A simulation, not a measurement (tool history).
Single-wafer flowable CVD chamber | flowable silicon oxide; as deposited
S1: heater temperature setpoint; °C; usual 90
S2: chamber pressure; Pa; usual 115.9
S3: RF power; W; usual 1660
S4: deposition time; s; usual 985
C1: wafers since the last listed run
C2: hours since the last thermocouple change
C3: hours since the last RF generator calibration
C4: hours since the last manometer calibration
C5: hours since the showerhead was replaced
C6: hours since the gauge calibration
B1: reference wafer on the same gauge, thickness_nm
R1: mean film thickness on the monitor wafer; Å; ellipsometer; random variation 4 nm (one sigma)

{"run": 1, "day": 0.0, "S1": 90, "S2": 115.9, "S3": 1660, "S4": 985, "C1": 0, "C2": 2969.6, "C3": 1123.2, "C4": 2866, "C5": 5828.5, "C6": 98.5, "B1": 870.037, "R1": 9411.86}
{"run": 2, "day": 0.446, "S1": 90, "S2": 115.9, "S3": 1660, "S4": 985, "C1": 15, "C2": 2980.3, "C3": 1133.9, "C4": 2876.7, "C5": 5839.2, "C6": 109.2, "B1": 871.544, "R1": 9544.59}
{"run": 3, "day": 1.125, "S1": 90, "S2": 115.9, "S3": 1660, "S4": 936, "C1": 24, "C2": 2996.6, "C3": 1150.2, "C4": 2893, "C5": 5855.5, "C6": 125.5, "B1": 870.458, "R1": 9032.16}
{"run": 4, "day": 1.696, "S1": 90, "S2": 115.9, "S3": 1660, "S4": 985, "C1": 20, "C2": 3010.3, "C3": 1163.9, "C4": 2906.7, "C5": 5869.2, "C6": 139.2, "B1": 870.87, "R1": 9493.64}
{"run": 5, "day": 1.958, "S1": 90, "S2": 115.9, "S3": 1660, "S4": 985, "C1": 9, "C2": 3016.6, "C3": 1170.2, "C4": 2913, "C5": 5875.5, "C6": 145.5, "B1": 872.475, "R1": 9469.53}
{"day": 2.496, "done": "thermocouple changed; heater temperature recalibrated"}
{"run": 6, "day": 2.517, "S1": 90, "S2": 115.9, "S3": 1660, "S4": 985, "C1": 8, "C2": 0.5, "C3": 1183.6, "C4": 2926.4, "C5": 5888.9, "C6": 158.9, "B1": 870.56, "R1": 6108.29}
{"run": 7, "day": 3.012, "S1": 90, "S2": 115.9, "S3": 1660, "S4": 985, "C1": 17, "C2": 12.4, "C3": 1195.5, "C4": 2938.3, "C5": 5900.8, "C6": 170.8, "B1": 871.537, "R1": 6185.78}
{"run": 8, "day": 3.446, "S1": 90, "S2": 115.9, "S3": 1660, "S4": 985, "C1": 15, "C2": 22.8, "C3": 1205.9, "C4": 2948.7, "C5": 5911.2, "C6": 181.2, "B1": 870.887, "R1": 6152.01}
{"run": 9, "day": 3.979, "S1": 90, "S2": 115.9, "S3": 1660, "S4": 985, "C1": 19, "C2": 35.6, "C3": 1218.7, "C4": 2961.5, "C5": 5924, "C6": 194, "B1": 870.996, "R1": 6176.14}
{"run": 10, "day": 4.3, "S1": 90, "S2": 115.9, "S3": 1660, "S4": 985, "C1": 11, "C2": 43.3, "C3": 1226.4, "C4": 2969.2, "C5": 5931.7, "C6": 201.7, "B1": 870.901, "R1": 6097.88}
{"run": 11, "day": 4.571, "S1": 90, "S2": 115.9, "S3": 1660, "S4": 985, "C1": 9, "C2": 49.8, "C3": 1232.9, "C4": 2975.7, "C5": 5938.2, "C6": 208.2, "B1": 871.104, "R1": 6152.74}
{"day": 5.154, "done": "thermocouple changed; heater temperature recalibrated, repeated, since the last time left the tool worse"}
{"day": 5.175, "done": "RF generator calibrated"}
{"run": 12, "day": 5.196, "S1": 90, "S2": 115.9, "S3": 1660, "S4": 985, "C1": 9, "C2": 1, "C3": 0.5, "C4": 2990.7, "C5": 5953.2, "C6": 223.2, "B1": 869.966, "R1": 8158.27}
{"run": 13, "day": 5.367, "S1": 90, "S2": 140.1, "S3": 1660, "S4": 1036, "C1": 6, "C2": 5.1, "C3": 4.6, "C4": 2994.8, "C5": 5957.3, "C6": 227.3, "B1": 870.65, "R1": 10093.9}
{"day": 6.046, "done": "showerhead replaced"}
{"run": 14, "day": 6.067, "S1": 90, "S2": 115.9, "S3": 1660, "S4": 985, "C1": 13, "C2": 21.9, "C3": 21.4, "C4": 3011.6, "C5": 0.5, "C6": 244.1, "B1": 871.912, "R1": 8068.6}
{"run": 15, "day": 6.467, "S1": 90, "S2": 115.9, "S3": 1415, "S4": 985, "C1": 14, "C2": 31.5, "C3": 31, "C4": 3021.2, "C5": 10.1, "C6": 253.7, "B1": 870.327, "R1": 7758.2}
{"day": 6.617, "done": "gauge calibrated"}
{"day": 7.062, "done": "capacitance manometer re-zeroed and calibrated"}
{"run": 16, "day": 7.083, "S1": 90, "S2": 115.9, "S3": 1660, "S4": 985, "C1": 10, "C2": 46.3, "C3": 45.8, "C4": 0.5, "C5": 24.9, "C6": 11.2, "B1": 873.166, "R1": 8162.45}
{"run": 17, "day": 7.588, "S1": 90, "S2": 115.9, "S3": 1835, "S4": 985, "C1": 17, "C2": 58.4, "C3": 57.9, "C4": 12.6, "C5": 37, "C6": 23.3, "B1": 870.762, "R1": 8371.28}
{"run": 18, "day": 8.15, "S1": 90, "S2": 132.1, "S3": 1660, "S4": 985, "C1": 20, "C2": 71.9, "C3": 71.4, "C4": 26.1, "C5": 50.5, "C6": 36.8, "B1": 870.901, "R1": 9083.92}
{"run": 19, "day": 8.45, "S1": 104, "S2": 115.9, "S3": 1660, "S4": 1117, "C1": 10, "C2": 79.1, "C3": 78.6, "C4": 33.3, "C5": 57.7, "C6": 44, "B1": 870.949, "R1": 5451.08}
{"run": 20, "day": 8.783, "S1": 75, "S2": 104.4, "S3": 1660, "S4": 985, "C1": 11, "C2": 87.1, "C3": 86.6, "C4": 41.3, "C5": 65.7, "C6": 52, "B1": 869.99, "R1": 11994.55}
{"run": 21, "day": 9.271, "S1": 82, "S2": 115.9, "S3": 1660, "S4": 925, "C1": 17, "C2": 98.8, "C3": 98.3, "C4": 53, "C5": 77.4, "C6": 63.7, "B1": 871.319, "R1": 10094.74}
{"run": 22, "day": 9.554, "S1": 77, "S2": 115.9, "S3": 1330, "S4": 985, "C1": 10, "C2": 105.6, "C3": 105.1, "C4": 59.8, "C5": 84.2, "C6": 70.5, "B1": 870.433, "R1": 11795.45}
{"run": 23, "day": 10.046, "S1": 78, "S2": 132, "S3": 1475, "S4": 985, "C1": 17, "C2": 117.4, "C3": 116.9, "C4": 71.6, "C5": 96, "C6": 82.3, "B1": 870.566, "R1": 13200.25}
{"run": 24, "day": 10.604, "S1": 90, "S2": 115.9, "S3": 1520, "S4": 985, "C1": 19, "C2": 130.8, "C3": 130.3, "C4": 85, "C5": 109.4, "C6": 95.7, "B1": 871.128, "R1": 8024.08}
{"run": 25, "day": 11.321, "S1": 85, "S2": 115.9, "S3": 1660, "S4": 985, "C1": 25, "C2": 148, "C3": 147.5, "C4": 102.2, "C5": 126.6, "C6": 112.9, "B1": 873.284, "R1": 9673.34}
{"run": 26, "day": 11.946, "S1": 103, "S2": 144.7, "S3": 1805, "S4": 985, "C1": 22, "C2": 163, "C3": 162.5, "C4": 117.2, "C5": 141.6, "C6": 127.9, "B1": 870.786, "R1": 6180.96}
{"run": 27, "day": 12.517, "S1": 90, "S2": 115.9, "S3": 1660, "S4": 985, "C1": 20, "C2": 176.7, "C3": 176.2, "C4": 130.9, "C5": 155.3, "C6": 141.6, "B1": 870.18, "R1": 8177.84}

What the log doesn't show, run by run:
delivered RF power above the setpoint (%): 0 in every run
true pressure above the setpoint (%): 0 in every run
gauge reads high (%): 0 in every run
H1: wafer temperature above the value expected at the setpoint (K)
run=1 H1=-4.18
run=2 H1=-4.2
run=3 H1=-4.22
run=4 H1=-4.24
run=5 H1=-4.24
run=6 H1=7.8
run=7 H1=7.78
run=8 H1=7.77
run=9 H1=7.75
run=10 H1=7.74
run=11 H1=7.74
run=12 H1=0.376
run=13 H1=0.371
run=14 H1=0.349
run=15 H1=0.337
run=16 H1=0.317
run=17 H1=0.302
run=18 H1=0.284
run=19 H1=0.275
run=20 H1=0.264
run=21 H1=0.249
run=22 H1=0.24
run=23 H1=0.225
run=24 H1=0.208
run=25 H1=0.185
run=26 H1=0.166
run=27 H1=0.148

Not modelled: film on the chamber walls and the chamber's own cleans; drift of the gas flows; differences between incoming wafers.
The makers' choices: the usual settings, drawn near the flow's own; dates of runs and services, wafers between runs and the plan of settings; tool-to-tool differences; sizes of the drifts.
